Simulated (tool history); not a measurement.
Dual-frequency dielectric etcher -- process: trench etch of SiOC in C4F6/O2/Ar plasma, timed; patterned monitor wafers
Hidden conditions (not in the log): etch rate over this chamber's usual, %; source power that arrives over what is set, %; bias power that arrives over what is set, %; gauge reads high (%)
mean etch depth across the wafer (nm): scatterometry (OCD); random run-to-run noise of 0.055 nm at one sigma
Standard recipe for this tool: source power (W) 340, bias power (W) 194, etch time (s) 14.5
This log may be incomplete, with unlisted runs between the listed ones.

| run | day | source power (W) | bias power (W) | etch time (s) | wafers since the last listed run | hours since the last wet clean | hours since the last source power generator calibration | hours since the last bias power generator calibration | hours since the last upper electrode change | hours since the gauge calibration | read-back reference wafer on the same gauge, depth_nm | mean etch depth across the wafer (nm) |
|---|---|---|---|---|---|---|---|---|---|---|---|---|
| 1 | 0.000 | 340 | 194 | 11.0 | 0 | 289.3 | 3576.8 | 2094.7 | 2403.6 | 861.6 | 29.80 | 21.81 |
| 2 | 0.650 | 360 | 194 | 11.0 | 255 | 304.9 | 3592.4 | 2110.3 | 2419.2 | 877.2 | 29.80 | 22.23 |
| 3 | 1.679 | 360 | 194 | 11.0 | 404 | 329.6 | 3617.1 | 2135.0 | 2443.9 | 901.9 | 29.81 | 22.24 |
| 4 | 3.129 | 360 | 194 | 11.0 | 570 | 364.4 | 3651.9 | 2169.8 | 2478.7 | 936.7 | 29.80 | 22.27 |
|  | 3.725 | bias power generator calibrated |
| 5 | 3.783 | 340 | 194 | 14.5 | 191 | 380.1 | 3667.6 | 1.4 | 2494.4 | 952.4 | 29.81 | 29.18 |
| 6 | 4.388 | 340 | 194 | 14.5 | 237 | 394.6 | 3682.1 | 15.9 | 2508.9 | 966.9 | 29.80 | 29.15 |
| 7 | 4.946 | 340 | 194 | 14.5 | 219 | 408.0 | 3695.5 | 29.3 | 2522.3 | 980.3 | 29.80 | 29.00 |
| 8 | 6.238 | 340 | 194 | 14.5 | 507 | 439.0 | 3726.5 | 60.3 | 2553.3 | 1011.3 | 29.79 | 29.00 |
| 9 | 8.133 | 340 | 194 | 14.5 | 745 | 484.5 | 3772.0 | 105.8 | 2598.8 | 1056.8 | 29.81 | 28.94 |
|  | 9.779 | upper electrode replaced |
| 10 | 9.800 | 340 | 194 | 14.5 | 262 | 524.5 | 3812.0 | 145.8 | 0.5 | 1096.8 | 29.81 | 29.07 |
| 11 | 9.812 | 340 | 194 | 14.5 | 4 | 524.8 | 3812.3 | 146.1 | 0.8 | 1097.1 | 29.81 | 28.92 |
| 12 | 10.625 | 340 | 194 | 14.5 | 319 | 544.3 | 3831.8 | 165.6 | 20.3 | 1116.6 | 29.80 | 28.90 |
|  | 11.333 | gauge calibrated |
|  | 12.329 | wet clean of the chamber |
| 13 | 12.562 | 340 | 194 | 14.5 | 368 | 5.6 | 3878.3 | 212.1 | 66.8 | 29.5 | 29.79 | 29.24 |
|  | 12.796 | source power generator calibrated |
| 14 | 13.425 | 340 | 194 | 18.5 | 273 | 26.3 | 15.1 | 232.8 | 87.5 | 50.2 | 29.80 | 37.37 |
| 15 | 16.221 | 260 | 152 | 14.5 | 1099 | 93.4 | 82.2 | 299.9 | 154.6 | 117.3 | 29.80 | 23.92 |
| 16 | 16.796 | 390 | 156 | 14.5 | 226 | 107.2 | 96.0 | 313.7 | 168.4 | 131.1 | 29.80 | 28.50 |
| 17 | 17.642 | 290 | 224 | 17.5 | 332 | 127.5 | 116.3 | 334.0 | 188.7 | 151.4 | 29.81 | 34.85 |
| 18 | 21.946 | 370 | 210 | 18.0 | 1692 | 230.8 | 219.6 | 437.3 | 292.0 | 254.7 | 29.80 | 38.54 |
| 19 | 23.396 | 280 | 239 | 12.5 | 570 | 265.6 | 254.4 | 472.1 | 326.8 | 289.5 | 29.80 | 25.13 |
| 20 | 24.621 | 340 | 209 | 14.5 | 481 | 295.0 | 283.8 | 501.5 | 356.2 | 318.9 | 29.79 | 29.88 |
| 21 | 25.229 | 340 | 194 | 14.5 | 239 | 309.6 | 298.4 | 516.1 | 370.8 | 333.5 | 29.80 | 29.01 |
| 22 | 26.442 | 300 | 221 | 18.0 | 476 | 338.7 | 327.5 | 545.2 | 399.9 | 362.6 | 29.80 | 35.96 |
| 23 | 27.267 | 340 | 229 | 11.0 | 324 | 358.5 | 347.3 | 565.0 | 419.7 | 382.4 | 29.80 | 23.43 |
| 24 | 28.425 | 310 | 168 | 18.0 | 455 | 386.3 | 375.1 | 592.8 | 447.5 | 410.2 | 29.79 | 32.79 |
| 25 | 29.867 | 340 | 194 | 14.5 | 566 | 420.9 | 409.7 | 627.4 | 482.1 | 444.8 | 29.80 | 28.88 |
| 26 | 30.650 | 340 | 194 | 14.5 | 308 | 439.7 | 428.5 | 646.2 | 500.9 | 463.6 | 29.80 | 29.00 |
|  | 32.171 | wet clean of the chamber |
| 27 | 32.192 | 340 | 194 | 12.5 | 213 | 0.5 | 465.5 | 683.2 | 537.9 | 500.6 | 29.81 | 25.07 |
| 28 | 32.208 | 340 | 194 | 10.5 | 6 | 0.9 | 465.9 | 683.6 | 538.3 | 501.0 | 29.80 | 21.12 |
| 29 | 33.212 | 380 | 175 | 18.0 | 394 | 25.0 | 490.0 | 707.7 | 562.4 | 525.1 | 29.81 | 36.48 |
| 30 | 34.088 | 340 | 194 | 19.0 | 344 | 46.0 | 511.0 | 728.7 | 583.4 | 546.1 | 29.79 | 38.19 |
| 31 | 35.233 | 290 | 194 | 17.0 | 450 | 73.5 | 538.5 | 756.2 | 610.9 | 573.6 | 29.79 | 31.87 |

Run by run, hidden condition taken away, random variation retained:
| run | mean etch depth across the wafer (nm) |
|---|---|
| 1 | 22.32 |
| 2 | 22.76 |
| 3 | 22.79 |
| 4 | 22.84 |
| 5 | 29.51 |
| 6 | 29.49 |
| 7 | 29.35 |
| 8 | 29.38 |
| 9 | 29.36 |
| 10 | 29.52 |
| 11 | 29.37 |
| 12 | 29.37 |
| 13 | 29.31 |
| 14 | 37.48 |
| 15 | 24.04 |
| 16 | 28.65 |
| 17 | 35.06 |
| 18 | 38.89 |
| 19 | 25.39 |
| 20 | 30.21 |
| 21 | 29.34 |
| 22 | 36.42 |
| 23 | 23.74 |
| 24 | 33.24 |
| 25 | 29.30 |
| 26 | 29.45 |
| 27 | 25.29 |
| 28 | 21.31 |
| 29 | 36.82 |
| 30 | 38.58 |
| 31 | 32.23 |
